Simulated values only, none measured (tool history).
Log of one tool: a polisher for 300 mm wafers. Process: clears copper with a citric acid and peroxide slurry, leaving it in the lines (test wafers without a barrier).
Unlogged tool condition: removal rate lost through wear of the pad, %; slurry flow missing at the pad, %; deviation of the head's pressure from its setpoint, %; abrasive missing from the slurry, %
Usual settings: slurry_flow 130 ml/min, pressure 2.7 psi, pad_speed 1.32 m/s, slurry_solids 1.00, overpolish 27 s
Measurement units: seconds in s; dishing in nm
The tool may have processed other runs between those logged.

run,hour,slurry_flow,pressure,pad_speed,slurry_solids,overpolish,wafers since the last listed run,wafers polished on this pad,hours since the slurry nozzle was cleaned,hours since the head pressure was calibrated,hours since the slurry blender was calibrated,"incoming thickness of the incoming film, nm",seconds,dishing
1,0.0,130,2.1,1.32,1.00,27,0,213,10.6,162.3,148.8,265.1,133.8,36.5
2,26.2,130,2.7,1.32,1.00,27,222,435,36.8,188.5,175.0,267.0,108.1,45.2
# hour 60.9: slurry blender recalibrated
3,73.8,130,2.7,1.32,1.00,27,386,822,84.4,236.1,12.9,265.4,111.7,44.6
# hour 85.0: worn pad replaced by a new one
4,104.2,130,2.7,1.66,1.05,27,223,163,114.8,266.5,43.3,269.3,89.1,51.9
5,126.5,130,2.7,1.32,1.00,27,189,352,137.1,288.8,65.6,264.9,112.3,44.8
6,160.0,130,2.7,1.32,1.00,27,284,636,170.6,322.3,99.1,262.3,109.9,44.5
7,175.4,130,2.7,1.10,1.00,27,130,766,186.0,337.7,114.5,259.9,126.8,36.5
# hour 197.7: worn pad replaced by a new one
8,198.2,130,2.7,1.10,1.00,27,159,3,208.8,360.5,137.3,261.3,126.7,37.4
# hour 215.1: head pressure recalibrated
# hour 223.9: slurry nozzle cleaned
9,229.9,100,2.7,1.32,1.00,27,243,247,6.0,14.8,169.0,269.1,111.5,42.6
10,250.7,130,2.7,1.32,1.00,27,176,423,26.8,35.6,189.8,265.1,107.1,47.9
# hour 257.9: slurry blender recalibrated
11,264.2,130,2.7,1.32,1.00,27,97,521,40.3,49.1,6.3,268.2,108.7,45.7
12,293.0,130,2.7,1.32,1.00,27,244,765,69.1,77.9,35.1,266.2,105.7,45.4
13,306.5,130,2.7,1.32,1.00,37,114,879,82.6,91.4,48.6,261.4,104.4,58.7
# hour 326.3: worn pad replaced by a new one
14,331.7,130,2.3,1.32,0.90,27,179,46,107.8,116.6,73.8,266.8,138.8,36.7
15,364.9,130,2.7,1.32,1.00,27,281,327,141.0,149.8,107.0,266.2,113.4,44.0
16,395.8,130,3.2,1.32,1.00,27,261,589,171.9,180.7,137.9,266.6,93.2,49.4
17,407.9,130,2.7,1.32,1.00,27,102,692,184.0,192.8,150.0,262.7,112.2,44.2
# hour 428.3: slurry blender recalibrated
18,442.5,110,1.9,1.32,1.00,27,276,968,218.6,227.4,14.2,260.7,164.4,29.0
# hour 448.9: worn pad replaced by a new one
# hour 456.6: slurry nozzle cleaned
19,474.0,130,2.7,1.32,1.00,27,224,204,17.4,258.9,45.7,267.6,108.2,46.3
20,492.4,165,2.7,1.32,1.00,34,156,360,35.8,277.3,64.1,268.9,102.1,57.3
21,510.2,95,2.7,1.06,0.85,36,150,511,53.6,295.1,81.9,267.8,141.4,45.5
22,539.0,105,2.7,1.32,1.00,27,244,755,82.4,323.9,110.7,263.6,113.8,44.1
# hour 557.0: head pressure recalibrated
23,560.5,130,3.5,1.68,1.00,27,165,920,103.9,3.5,132.2,269.1,69.3,68.7
# hour 567.1: worn pad replaced by a new one
24,592.9,130,2.7,1.32,0.75,27,240,219,136.3,35.9,164.6,260.5,115.4,41.0

Consider 3 possible next runs. They are alternatives, not a sequence: every one starts from the tool as it was left by run 24. What does each give?
A,593.4,130,2.7,1.32,1.00,27,4,223,136.8,36.4,165.1,266.6,?,?
B,593.4,130,3.4,1.68,1.00,37,4,223,136.8,36.4,165.1,266.6,?,?
C,593.4,175,3.1,1.32,0.70,32,4,223,136.8,36.4,165.1,266.6,?,?

run,seconds,dishing
A,113.9,42.8
B,74.4,79.9
C,103.6,54.2
The same runs, with their run-to-run variation unchanged, on a tool lacking any hidden condition would have given:
run,seconds,dishing
A,108.7,44.6
B,71.1,82.8
C,100.0,55.8
